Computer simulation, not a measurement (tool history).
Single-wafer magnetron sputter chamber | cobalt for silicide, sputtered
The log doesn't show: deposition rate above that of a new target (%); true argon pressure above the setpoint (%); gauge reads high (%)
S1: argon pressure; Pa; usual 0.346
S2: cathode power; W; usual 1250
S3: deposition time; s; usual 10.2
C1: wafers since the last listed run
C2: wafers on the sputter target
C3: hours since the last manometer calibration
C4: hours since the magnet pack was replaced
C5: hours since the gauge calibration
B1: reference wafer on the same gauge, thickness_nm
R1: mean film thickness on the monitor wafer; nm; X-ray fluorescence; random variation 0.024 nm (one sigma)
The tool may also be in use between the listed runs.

run,hour,S1,S2,S3,C1,C2,C3,C4,C5,B1,R1
1,0,0.346,1250,11.2,0,432,936.8,8283.6,368.8,6.599,7.086
2,6.8,0.346,1250,11.2,175,608,943.6,8290.4,375.6,6.606,7.056
3,22.1,0.346,1250,10.2,394,1002,958.9,8305.7,390.9,6.615,6.383
4,29.5,0.346,1250,10.2,190,1193,966.3,8313.1,398.3,6.597,6.431
5,47.5,0.346,1250,10.2,464,1658,984.3,8331.1,416.3,6.597,6.412
6,65.2,0.346,1100,10.2,456,2114,1002,8348.8,434,6.609,5.659
# hour 75.1: magnet pack replaced
7,81.8,0.346,1250,10.2,221,2336,1018.6,6.7,450.6,6.607,6.417
8,93.1,0.346,1250,10.2,291,2628,1029.9,18,461.9,6.595,6.371
9,110.6,0.346,1250,10.2,451,3079,1047.4,35.5,479.4,6.599,6.416
# hour 129.5: sputter target and shields replaced
10,130,0.346,1250,10.2,294,12,1066.8,54.9,498.8,6.603,6.45
11,139,0.346,1250,10.2,232,244,1075.8,63.9,507.8,6.595,6.443
12,152.5,0.346,1250,10.2,348,593,1089.3,77.4,521.3,6.604,6.384
13,163.9,0.211,1250,10.2,294,887,1100.7,88.8,532.7,6.598,6.692
# hour 171.7: gauge calibrated
14,182.9,0.422,1250,10.2,490,1377,1119.7,107.8,11.2,6.601,6.264
15,192.2,0.346,1250,10.2,239,1617,1129,117.1,20.5,6.595,6.405
16,198.9,0.412,950,8.2,172,1790,1135.7,123.8,27.2,6.602,3.9
17,213.7,0.346,1250,8.6,381,2172,1150.5,138.6,42,6.603,5.374
18,225.1,0.435,1550,11.1,294,2466,1161.9,150,53.4,6.594,8.281
19,231.3,0.413,1250,8.4,159,2626,1168.1,156.2,59.6,6.605,5.163
20,241.9,0.346,1250,10.2,273,2899,1178.7,166.8,70.2,6.603,6.374
21,254.4,0.245,1550,9.6,322,3222,1191.2,179.3,82.7,6.597,7.585
22,261.9,0.346,1350,10.2,193,3415,1198.7,186.8,90.2,6.59,6.852
# hour 270.1: sputter target and shields replaced
# hour 272.1: capacitance manometer re-zeroed and calibrated
23,272.6,0.229,1350,10.2,16,12,0.5,197.5,100.9,6.608,7.196
24,283,0.245,1550,9.6,268,281,10.9,207.9,111.3,6.611,7.66
25,298.9,0.346,1250,10.2,410,691,26.8,223.8,127.2,6.596,6.441
26,310.2,0.346,950,8.7,291,982,38.1,235.1,138.5,6.6,4.255
27,318,0.346,1250,10.2,201,1184,45.9,242.9,146.3,6.606,6.369
28,333.8,0.261,1250,10.2,407,1591,61.7,258.7,162.1,6.598,6.525
29,351.5,0.27,1250,8.8,456,2048,79.4,276.4,179.8,6.606,5.585
30,357.5,0.213,950,12.2,154,2203,85.4,282.4,185.8,6.6,6.106
31,365.1,0.435,1550,11.1,196,2399,93,290,193.4,6.599,8.328
32,371.4,0.23,950,8.3,162,2561,99.3,296.3,199.7,6.59,4.144
33,382,0.346,1250,10.2,273,2835,109.9,306.9,210.3,6.602,6.394
34,390.4,0.213,950,12.2,216,3052,118.3,315.3,218.7,6.596,6.156

Hidden state or all else? Some run-to-run changes of R1, split into what the settings, what came in and random variation would give without the hidden state, and what is left for the hidden state (with any gauge scatter that isn't in both results):
Run 9 -> 10: sputter target and shields replaced. R1 +0.034 nm: hidden state +0.122, all else -0.088.
Run 17 -> 18: S1 0.346 -> 0.435, S2 1250 -> 1550, S3 8.6 -> 11.1. R1 +2.907 nm: hidden state -0.059, all else +2.966.
Run 18 -> 19: S1 0.435 -> 0.413, S2 1550 -> 1250, S3 11.1 -> 8.4. R1 -3.118 nm: hidden state +0.056, all else -3.174.
Run 22 -> 23: S1 0.346 -> 0.229, sputter target and shields replaced, capacitance manometer re-zeroed and calibrated. R1 +0.344 nm: hidden state +0.118, all else +0.226.
Run 31 -> 32: S1 0.435 -> 0.23, S2 1550 -> 950, S3 11.1 -> 8.3. R1 -4.184 nm: hidden state +0.078, all else -4.262.
